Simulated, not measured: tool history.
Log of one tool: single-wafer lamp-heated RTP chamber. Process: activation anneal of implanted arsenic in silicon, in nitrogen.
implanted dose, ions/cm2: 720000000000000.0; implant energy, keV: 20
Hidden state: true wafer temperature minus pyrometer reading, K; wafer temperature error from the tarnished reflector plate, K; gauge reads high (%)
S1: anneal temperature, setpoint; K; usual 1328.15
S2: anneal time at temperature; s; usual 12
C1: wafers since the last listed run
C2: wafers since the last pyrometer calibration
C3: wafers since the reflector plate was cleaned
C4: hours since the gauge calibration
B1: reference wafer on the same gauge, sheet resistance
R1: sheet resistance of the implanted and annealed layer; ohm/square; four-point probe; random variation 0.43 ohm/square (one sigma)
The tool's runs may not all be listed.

| run | hour | S1 | S2 | C1 | C2 | C3 | C4 | B1 | R1 |
|---|---|---|---|---|---|---|---|---|---|
| 1 | 0.0 | 1328.15 | 12 | 0 | 2449 | 9303 | 396.6 | 146.94 | 146.72 |
| 2 | 25.5 | 1328.15 | 12 | 369 | 2818 | 9672 | 422.1 | 146.97 | 147.37 |
| 3 | 61.5 | 1328.15 | 12 | 521 | 3340 | 10194 | 458.1 | 146.93 | 147.26 |
| 4 | 93.7 | 1328.15 | 12 | 466 | 3806 | 10660 | 490.3 | 147.08 | 146.71 |
| 5 | 120.8 | 1328.15 | 12 | 392 | 4198 | 11053 | 517.4 | 146.90 | 146.82 |
| 6 | 143.0 | 1328.15 | 12 | 321 | 4520 | 11374 | 539.6 | 146.93 | 146.16 |
| 7 | 176.8 | 1335.15 | 12 | 489 | 5009 | 11863 | 573.4 | 147.01 | 144.98 |
| 8 | 196.2 | 1328.15 | 12 | 280 | 5290 | 12144 | 592.8 | 146.87 | 146.92 |
| 9 | 222.0 | 1328.15 | 12 | 373 | 5664 | 12518 | 618.6 | 147.00 | 145.77 |
|  | 230.4 | reflector plate cleaned |
| 10 | 238.5 | 1328.15 | 12 | 123 | 5787 | 117 | 635.1 | 146.88 | 146.03 |
| 11 | 255.1 | 1328.15 | 10 | 240 | 6027 | 358 | 651.7 | 146.97 | 146.98 |
| 12 | 275.1 | 1328.15 | 7 | 289 | 6317 | 647 | 671.7 | 147.03 | 149.89 |
| 13 | 294.5 | 1328.15 | 7 | 280 | 6598 | 928 | 691.1 | 147.01 | 150.07 |
| 14 | 316.8 | 1328.15 | 7 | 322 | 6921 | 1251 | 713.4 | 147.03 | 149.94 |
| 15 | 337.3 | 1328.15 | 9 | 296 | 7218 | 1548 | 733.9 | 146.94 | 148.42 |
| 16 | 349.9 | 1328.15 | 12 | 182 | 7400 | 1731 | 746.5 | 146.89 | 145.32 |
| 17 | 370.1 | 1328.15 | 16 | 292 | 7693 | 2023 | 766.7 | 147.11 | 142.75 |
| 18 | 395.5 | 1328.15 | 12 | 367 | 8060 | 2391 | 792.1 | 147.05 | 144.99 |
| 19 | 408.5 | 1299.15 | 17 | 188 | 8249 | 2579 | 805.1 | 147.06 | 146.96 |
| 20 | 428.4 | 1355.15 | 12 | 288 | 8537 | 2867 | 825.0 | 147.01 | 139.79 |
|  | 440.1 | pyrometer window cleaned and pyrometer calibrated |
| 21 | 451.3 | 1337.15 | 9 | 215 | 161 | 3083 | 847.9 | 147.02 | 148.37 |
|  | 473.9 | gauge calibrated |
| 22 | 475.2 | 1346.15 | 16 | 346 | 508 | 3429 | 1.3 | 147.04 | 141.51 |
| 23 | 488.1 | 1328.15 | 12 | 186 | 694 | 3616 | 14.2 | 146.99 | 147.62 |
| 24 | 516.0 | 1305.15 | 16 | 404 | 1098 | 4020 | 42.1 | 147.11 | 149.20 |
| 25 | 533.9 | 1344.15 | 14 | 259 | 1358 | 4279 | 60.0 | 147.05 | 142.80 |
| 26 | 561.8 | 1328.15 | 12 | 404 | 1762 | 4683 | 87.9 | 146.94 | 147.40 |
| 27 | 574.6 | 1328.15 | 12 | 185 | 1947 | 4869 | 100.7 | 146.95 | 146.58 |
| 28 | 591.6 | 1356.15 | 7 | 246 | 2193 | 5115 | 117.7 | 146.87 | 146.46 |
| 29 | 649.7 | 1328.15 | 10 | 841 | 3034 | 5956 | 175.8 | 146.95 | 148.13 |
| 30 | 684.8 | 1313.15 | 9 | 508 | 3543 | 6464 | 210.9 | 147.10 | 151.13 |
| 31 | 705.5 | 1349.15 | 18 | 299 | 3842 | 6764 | 231.6 | 147.11 | 139.65 |
| 32 | 719.5 | 1358.15 | 15 | 202 | 4045 | 6967 | 245.6 | 146.95 | 139.43 |
| 33 | 734.4 | 1349.15 | 17 | 215 | 4261 | 7183 | 260.5 | 147.02 | 140.02 |
| 34 | 754.4 | 1315.15 | 12 | 289 | 4551 | 7472 | 280.5 | 147.11 | 148.91 |
| 35 | 785.7 | 1313.15 | 16 | 453 | 5004 | 7926 | 311.8 | 147.04 | 147.12 |
| 36 | 816.5 | 1311.15 | 12 | 446 | 5450 | 8372 | 342.6 | 147.08 | 149.40 |
| 37 | 829.3 | 1313.15 | 8 | 185 | 5635 | 8557 | 355.4 | 147.06 | 153.00 |

The same runs without the tool's hidden state, with the same run-to-run variation:
| run | R1 |
|---|---|
| 1 | 146.99 |
| 2 | 147.71 |
| 3 | 147.71 |
| 4 | 147.28 |
| 5 | 147.49 |
| 6 | 146.93 |
| 7 | 145.91 |
| 8 | 147.95 |
| 9 | 146.94 |
| 10 | 147.30 |
| 11 | 148.31 |
| 12 | 151.26 |
| 13 | 151.56 |
| 14 | 151.57 |
| 15 | 150.26 |
| 16 | 147.33 |
| 17 | 144.98 |
| 18 | 147.35 |
| 19 | 149.51 |
| 20 | 142.48 |
| 21 | 148.44 |
| 22 | 141.59 |
| 23 | 147.70 |
| 24 | 149.32 |
| 25 | 142.94 |
| 26 | 147.58 |
| 27 | 146.78 |
| 28 | 146.68 |
| 29 | 148.51 |
| 30 | 151.61 |
| 31 | 140.25 |
| 32 | 140.09 |
| 33 | 140.74 |
| 34 | 149.69 |
| 35 | 148.06 |
| 36 | 150.49 |
| 37 | 154.11 |
